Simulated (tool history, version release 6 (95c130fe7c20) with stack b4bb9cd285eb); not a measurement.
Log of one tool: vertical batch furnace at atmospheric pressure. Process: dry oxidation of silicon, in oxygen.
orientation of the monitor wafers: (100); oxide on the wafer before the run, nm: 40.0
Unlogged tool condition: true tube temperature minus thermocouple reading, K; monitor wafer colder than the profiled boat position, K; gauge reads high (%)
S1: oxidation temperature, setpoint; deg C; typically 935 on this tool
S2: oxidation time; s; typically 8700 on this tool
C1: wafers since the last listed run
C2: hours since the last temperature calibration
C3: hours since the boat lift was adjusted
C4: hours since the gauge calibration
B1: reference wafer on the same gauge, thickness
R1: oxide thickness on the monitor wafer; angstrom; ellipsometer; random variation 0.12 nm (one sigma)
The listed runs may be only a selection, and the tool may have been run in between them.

run 1 hour=0.0 | S1=935 S2=8700 | C1=0 C2=1857.1 C3=1503.1 C4=8.1 | B1=77.71 | R1=794.6
run 2 hour=11.6 | S1=935 S2=8700 | C1=71 C2=1868.7 C3=1514.7 C4=19.7 | B1=77.71 | R1=796.1
run 3 hour=38.7 | S1=935 S2=8700 | C1=167 C2=1895.8 C3=1541.8 C4=46.8 | B1=77.68 | R1=794.9
run 4 hour=48.5 | S1=935 S2=8700 | C1=60 C2=1905.6 C3=1551.6 C4=56.6 | B1=77.68 | R1=798.6
run 5 hour=66.2 | S1=935 S2=8700 | C1=109 C2=1923.3 C3=1569.3 C4=74.3 | B1=77.72 | R1=796.7
run 6 hour=83.2 | S1=935 S2=10710 | C1=104 C2=1940.3 C3=1586.3 C4=91.3 | B1=77.69 | R1=874.9
run 7 hour=96.0 | S1=935 S2=8700 | C1=78 C2=1953.1 C3=1599.1 C4=104.1 | B1=77.71 | R1=797.4
run 8 hour=108.0 | S1=935 S2=7320 | C1=73 C2=1965.1 C3=1611.1 C4=116.1 | B1=77.72 | R1=740.8
run 9 hour=132.9 | S1=935 S2=7320 | C1=153 C2=1990.0 C3=1636.0 C4=141.0 | B1=77.70 | R1=741.8
run 10 hour=142.2 | S1=920 S2=8700 | C1=57 C2=1999.3 C3=1645.3 C4=150.3 | B1=77.73 | R1=724.7
run 11 hour=152.6 | S1=920 S2=8700 | C1=64 C2=2009.7 C3=1655.7 C4=160.7 | B1=77.69 | R1=723.8
-- hour=190.2 boat lift adjusted
-- hour=210.9 thermocouples replaced and temperature profile calibrated
run 12 hour=211.4 | S1=920 S2=8700 | C1=86 C2=0.5 C3=21.2 C4=219.5 | B1=77.70 | R1=717.3
run 13 hour=217.8 | S1=935 S2=8700 | C1=39 C2=6.9 C3=27.6 C4=225.9 | B1=77.72 | R1=786.5
run 14 hour=224.2 | S1=935 S2=8700 | C1=39 C2=13.3 C3=34.0 C4=232.3 | B1=77.69 | R1=785.1
run 15 hour=231.9 | S1=935 S2=8700 | C1=47 C2=21.0 C3=41.7 C4=240.0 | B1=77.70 | R1=784.9
run 16 hour=242.4 | S1=944 S2=12630 | C1=64 C2=31.5 C3=52.2 C4=250.5 | B1=77.70 | R1=990.4
run 17 hour=257.3 | S1=920 S2=8700 | C1=91 C2=46.4 C3=67.1 C4=265.4 | B1=77.72 | R1=714.9
run 18 hour=268.9 | S1=935 S2=8700 | C1=71 C2=58.0 C3=78.7 C4=277.0 | B1=77.70 | R1=785.5
run 19 hour=289.3 | S1=947 S2=10890 | C1=125 C2=78.4 C3=99.1 C4=297.4 | B1=77.72 | R1=935.9
run 20 hour=299.5 | S1=946 S2=11850 | C1=62 C2=88.6 C3=109.3 C4=307.6 | B1=77.70 | R1=967.9
run 21 hour=314.4 | S1=921 S2=6900 | C1=91 C2=103.5 C3=124.2 C4=322.5 | B1=77.70 | R1=661.0
-- hour=319.8 gauge calibrated
run 22 hour=328.5 | S1=913 S2=9840 | C1=86 C2=117.6 C3=138.3 C4=8.7 | B1=77.74 | R1=720.3
run 23 hour=341.9 | S1=949 S2=6900 | C1=82 C2=131.0 C3=151.7 C4=22.1 | B1=77.69 | R1=767.7
run 24 hour=353.2 | S1=919 S2=7200 | C1=69 C2=142.3 C3=163.0 C4=33.4 | B1=77.70 | R1=662.7
run 25 hour=362.9 | S1=954 S2=8700 | C1=59 C2=152.0 C3=172.7 C4=43.1 | B1=77.70 | R1=875.8
run 26 hour=380.2 | S1=935 S2=8700 | C1=106 C2=169.3 C3=190.0 C4=60.4 | B1=77.72 | R1=785.2
run 27 hour=436.3 | S1=935 S2=8700 | C1=345 C2=225.4 C3=246.1 C4=116.5 | B1=77.70 | R1=783.9
run 28 hour=453.7 | S1=935 S2=7320 | C1=107 C2=242.8 C3=263.5 C4=133.9 | B1=77.68 | R1=731.7
run 29 hour=467.2 | S1=948 S2=12060 | C1=83 C2=256.3 C3=277.0 C4=147.4 | B1=77.73 | R1=990.9
run 30 hour=487.4 | S1=946 S2=5850 | C1=124 C2=276.5 C3=297.2 C4=167.6 | B1=77.70 | R1=707.3

List, for all runs, the conditions of the tool that the log does not record:
gauge reads high (%): 0, the same for each run
H1: true tube temperature minus thermocouple reading, K
H2: monitor wafer colder than the profiled boat position, K
run=1 H1=5.8 H2=3.57
run=2 H1=5.84 H2=3.57
run=3 H1=5.91 H2=3.58
run=4 H1=5.94 H2=3.59
run=5 H1=5.99 H2=3.59
run=6 H1=6.04 H2=3.6
run=7 H1=6.07 H2=3.6
run=8 H1=6.1 H2=3.61
run=9 H1=6.17 H2=3.61
run=10 H1=6.2 H2=3.62
run=11 H1=6.23 H2=3.62
run=12 H1=0.817 H2=0.394
run=13 H1=0.835 H2=0.436
run=14 H1=0.853 H2=0.477
run=15 H1=0.874 H2=0.526
run=16 H1=0.903 H2=0.592
run=17 H1=0.945 H2=0.683
run=18 H1=0.977 H2=0.752
run=19 H1=1.03 H2=0.869
run=20 H1=1.06 H2=0.926
run=21 H1=1.1 H2=1.01
run=22 H1=1.14 H2=1.08
run=23 H1=1.18 H2=1.15
run=24 H1=1.21 H2=1.21
run=25 H1=1.24 H2=1.26
run=26 H1=1.29 H2=1.34
run=27 H1=1.44 H2=1.59
run=28 H1=1.49 H2=1.67
run=29 H1=1.53 H2=1.72
run=30 H1=1.58 H2=1.8
